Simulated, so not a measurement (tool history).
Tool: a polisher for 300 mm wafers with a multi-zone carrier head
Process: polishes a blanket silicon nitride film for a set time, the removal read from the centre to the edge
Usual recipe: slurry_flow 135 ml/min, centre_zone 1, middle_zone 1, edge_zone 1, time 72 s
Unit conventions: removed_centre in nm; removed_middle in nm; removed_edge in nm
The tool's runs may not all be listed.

run     day  slurry_flow  centre_zone  middle_zone  edge_zone  time  wafers since the last listed run  wafers polished on this pad  hours since the slurry nozzle was cleaned  hours since the centre zone pressure was calibrated  hours since the edge zone pressure was calibrated  hours since the carrier head's membrane was replaced  incoming thickness of the incoming film, nm  removed_centre  removed_middle  removed_edge
  1       0          135            1            1          1    72                                 0                           63                                        0.9                                                512.9                                                914                                                 776.1                                        705.8           140.8           141.3         141.8
  2   2.979          135            1         0.93       0.94    72                               895                          959                                       72.4                                                584.4                                              985.5                                                 847.6                                        714.2           135.7           129.2         134.5
  3   4.496          135            1            1          1    72                               456                         1415                                      108.8                                                620.8                                             1021.9                                                   884                                        707.1           136.1           135.7           137
  4    6.85          135            1            1          1    72                               707                         2123                                      165.3                                                677.3                                             1078.4                                                 940.5                                        710.7           135.2             134         135.5
  5   8.071          135            1            1          1    72                               367                         2490                                      194.6                                                706.6                                             1107.7                                                 969.8                                        711.3           137.8             134         135.9
      9.796  -- edge zone pressure recalibrated
  6  11.017          135            1            1          1    72                               860                         3351                                      265.3                                                777.3                                               29.3                                                1040.5                                        702.3           135.5           133.8         133.4
     13.854  -- worn pad replaced by a new one
     17.658  -- centre zone pressure recalibrated
     18.504  -- carrier head's membrane replaced by a new one
  7  19.996          135            1            1       1.05    64                              2562                         1758                                      480.8                                                 56.1                                              244.8                                                  35.8                                        698.4           122.3           121.9         126.5
  8  21.821          135            1            1          1    72                               548                         2307                                      524.6                                                 99.9                                              288.6                                                  79.6                                        720.4           138.7           135.2         138.2
     23.158  -- slurry nozzle cleaned
  9    24.1          175         1.09         1.04          1    72                               672                         2980                                       22.6                                                154.6                                              343.3                                                 134.3                                        702.9           154.4           146.7         139.9
 10  26.679          135         0.92         0.95          1    81                               775                         3755                                       84.5                                                216.5                                              405.2                                                 196.2                                        718.8             138           144.7         149.8
     27.317  -- worn pad replaced by a new one
 11  32.246          135            1            1          1    72                              1623                         1482                                      218.1                                                350.1                                              538.8                                                 329.8                                        709.8           140.7           143.5           140
 12    35.2          135            1            1          1    52                               888                         2371                                        289                                                  421                                              609.7                                                 400.7                                          712            97.6            95.8          98.9
 13  37.217          135         1.04            1          1    72                               606                         2977                                      337.4                                                469.4                                              658.1                                                 449.1                                        704.7           142.4           132.4         137.9
 14  39.308          135            1            1        1.1    72                               628                         3606                                      387.6                                                519.6                                              708.3                                                 499.3                                        701.7           135.5           131.2         140.1
     41.008  -- worn pad replaced by a new one
 15  41.625          135          1.1         1.12          1    87                               646                          185                                      443.2                                                575.2                                              763.9                                                 554.9                                        707.7           184.6           188.4         173.9
 16  43.796           95            1         0.92          1    72                               652                          837                                      495.3                                                627.3                                                816                                                   607                                        696.2           121.7           113.9         131.7
 17  46.125          135            1         1.07       0.93    56                               700                         1538                                      551.2                                                683.2                                              871.9                                                 662.9                                        714.9           106.9           115.4         104.6
       48.7  -- centre zone pressure recalibrated
 18  48.971          135            1            1          1    86                               830                         2369                                      619.5                                                  6.5                                              940.2                                                 731.2                                        708.6           163.1             166           163
 19  50.262          135         1.08            1       1.04    72                               388                         2757                                      650.5                                                 37.5                                              971.2                                                 762.2                                        700.9           148.8           135.5         140.2
     50.808  -- slurry nozzle cleaned
 20  51.379          135            1            1          1    72                               323                         3080                                       13.7                                                 64.3                                                998                                                   789                                        708.7             133             137         136.3
 21  53.738          135         1.08            1       0.91    72                               709                         3789                                       70.3                                                120.9                                             1054.6                                                 845.6                                        719.6           145.2           132.6         127.4

What was the tool's hidden state at every run in the log?
slurry flow missing at the pad, %: 0 on each run
deviation of the centre zone's pressure from its setpoint, %: 0 on each run
deviation of the edge zone's pressure from its setpoint, %: 0 on each run
H1: removal rate lost through wear of the pad, %
run     H1
  1   1.05
  2   2.49
  3   3.22
  4   4.35
  5   4.94
  6   6.35
  7   3.79
  8   4.67
  9   5.77
 10   7.01
 11    2.6
 12   4.02
 13   4.99
 14      6
 15  0.798
 16   1.84
 17   2.96
 18   4.33
 19   4.95
 20   5.49
 21   6.63

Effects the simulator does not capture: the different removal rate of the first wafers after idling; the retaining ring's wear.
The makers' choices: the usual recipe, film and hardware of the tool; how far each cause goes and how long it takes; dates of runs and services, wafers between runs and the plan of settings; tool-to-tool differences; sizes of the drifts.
